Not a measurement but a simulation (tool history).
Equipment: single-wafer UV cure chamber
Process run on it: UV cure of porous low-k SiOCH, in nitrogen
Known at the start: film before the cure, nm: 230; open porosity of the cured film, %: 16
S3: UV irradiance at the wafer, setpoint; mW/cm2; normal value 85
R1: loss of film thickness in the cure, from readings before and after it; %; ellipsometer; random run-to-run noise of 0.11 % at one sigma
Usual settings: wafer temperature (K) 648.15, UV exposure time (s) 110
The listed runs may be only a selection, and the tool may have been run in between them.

Run 1, day 0: usual settings but UV exposure time (s) 70. Result: R1 3.15 %.
Run 2, day 1.438: usual settings. Result: R1 4.464 %.
Run 3, day 2.921: usual settings but UV exposure time (s) 160, S3 64 mW/cm2. Result: R1 4.456 %.
Run 4, day 3.562: usual settings but S3 58 mW/cm2. Result: R1 3.341 %.
Run 5, day 4.262: usual settings but S3 58 mW/cm2. Result: R1 3.188 %.
Run 6, day 5.583: usual settings. Result: R1 4.292 %.
Run 7, day 6.912: usual settings. Result: R1 4.316 %.
Run 8, day 7.512: usual settings. Result: R1 4.059 %.
Run 9, day 8.079: usual settings. Result: R1 4.284 %.
Run 10, day 8.842: usual settings. Result: R1 4.189 %.
Run 11, day 9.642: usual settings. Result: R1 4.229 %.
Run 12, day 11.096: usual settings. Result: R1 4.228 %.
Run 13, day 12.129: usual settings. Result: R1 4.209 %.
Run 14, day 13.488: usual settings. Result: R1 4.278 %.
Run 15, day 14.633: usual settings but wafer temperature (K) 632.15. Result: R1 3.987 %.
At day 15.812: quartz window cleaned.
Run 16, day 15.833: usual settings but wafer temperature (K) 632.15. Result: R1 4.89 %.
Run 17, day 17.112: usual settings but wafer temperature (K) 632.15. Result: R1 4.654 %.
Run 18, day 17.85: usual settings. Result: R1 5.004 %.
Run 19, day 18.829: usual settings. Result: R1 4.678 %.
Run 20, day 20.146: usual settings but wafer temperature (K) 666.15. Result: R1 4.941 %.
Run 21, day 21.296: usual settings but wafer temperature (K) 632.15. Result: R1 4.443 %.
Run 22, day 22.692: usual settings but wafer temperature (K) 664.15, UV exposure time (s) 130, S3 64 mW/cm2. Result: R1 4.525 %.
Run 23, day 23.929: usual settings but UV exposure time (s) 55, S3 109 mW/cm2. Result: R1 3.395 %.
Run 24, day 24.933: usual settings but wafer temperature (K) 635.15, UV exposure time (s) 155, S3 72 mW/cm2. Result: R1 5.009 %.
At day 25.975: UV bulbs replaced.
Run 25, day 25.996: usual settings but wafer temperature (K) 640.15, S3 50 mW/cm2. Result: R1 4.389 %.
Run 26, day 27.146: usual settings. Result: R1 6.239 %.
Run 27, day 28.221: usual settings. Result: R1 6.236 %.
Run 28, day 29.533: usual settings but wafer temperature (K) 628.15, UV exposure time (s) 60. Result: R1 3.842 %.
Run 29, day 30.496: usual settings. Result: R1 6.122 %.
Run 30, day 31.488: usual settings but wafer temperature (K) 658.15. Result: R1 6.124 %.
Run 31, day 32.396: usual settings but UV exposure time (s) 150. Result: R1 6.929 %.
Run 32, day 33.288: usual settings but wafer temperature (K) 658.15, UV exposure time (s) 135, S3 97 mW/cm2. Result: R1 7.256 %.
Run 33, day 33.871: usual settings but wafer temperature (K) 664.15, S3 61 mW/cm2. Result: R1 4.834 %.
Run 34, day 35.242: usual settings but wafer temperature (K) 653.15, UV exposure time (s) 170, S3 62 mW/cm2. Result: R1 6.159 %.
Run 35, day 35.917: usual settings but wafer temperature (K) 661.15, UV exposure time (s) 165. Result: R1 7.419 %.
Run 36, day 37.079: usual settings but wafer temperature (K) 641.15. Result: R1 5.372 %.
Run 37, day 38.217: usual settings but UV exposure time (s) 170, S3 106 mW/cm2. Result: R1 8.078 %.
Run 38, day 39.521: usual settings but wafer temperature (K) 641.15, UV exposure time (s) 170, S3 67 mW/cm2. Result: R1 6.208 %.
Run 39, day 40.042: usual settings but wafer temperature (K) 658.15, UV exposure time (s) 55. Result: R1 3.515 %.

Here are 4 independent what-if runs from the current tool condition. What would each one return?
Run A, day 40.062: usual settings. Result: R1 ?.
Run B, day 40.062: usual settings but S3 116 mW/cm2. Result: R1 ?.
Run C, day 40.062: usual settings but UV exposure time (s) 60, S3 59 mW/cm2. Result: R1 ?.
Run D, day 40.062: usual settings but wafer temperature (K) 664.15, UV exposure time (s) 150, S3 107 mW/cm2. Result: R1 ?.

run     R1
  A  5.414
  B  6.504
  C  2.667
  D  7.594
With no hidden state in the tool, these same runs would have given:
run     R1
  A  6.816
  B  7.984
  C  3.643
  D  9.137
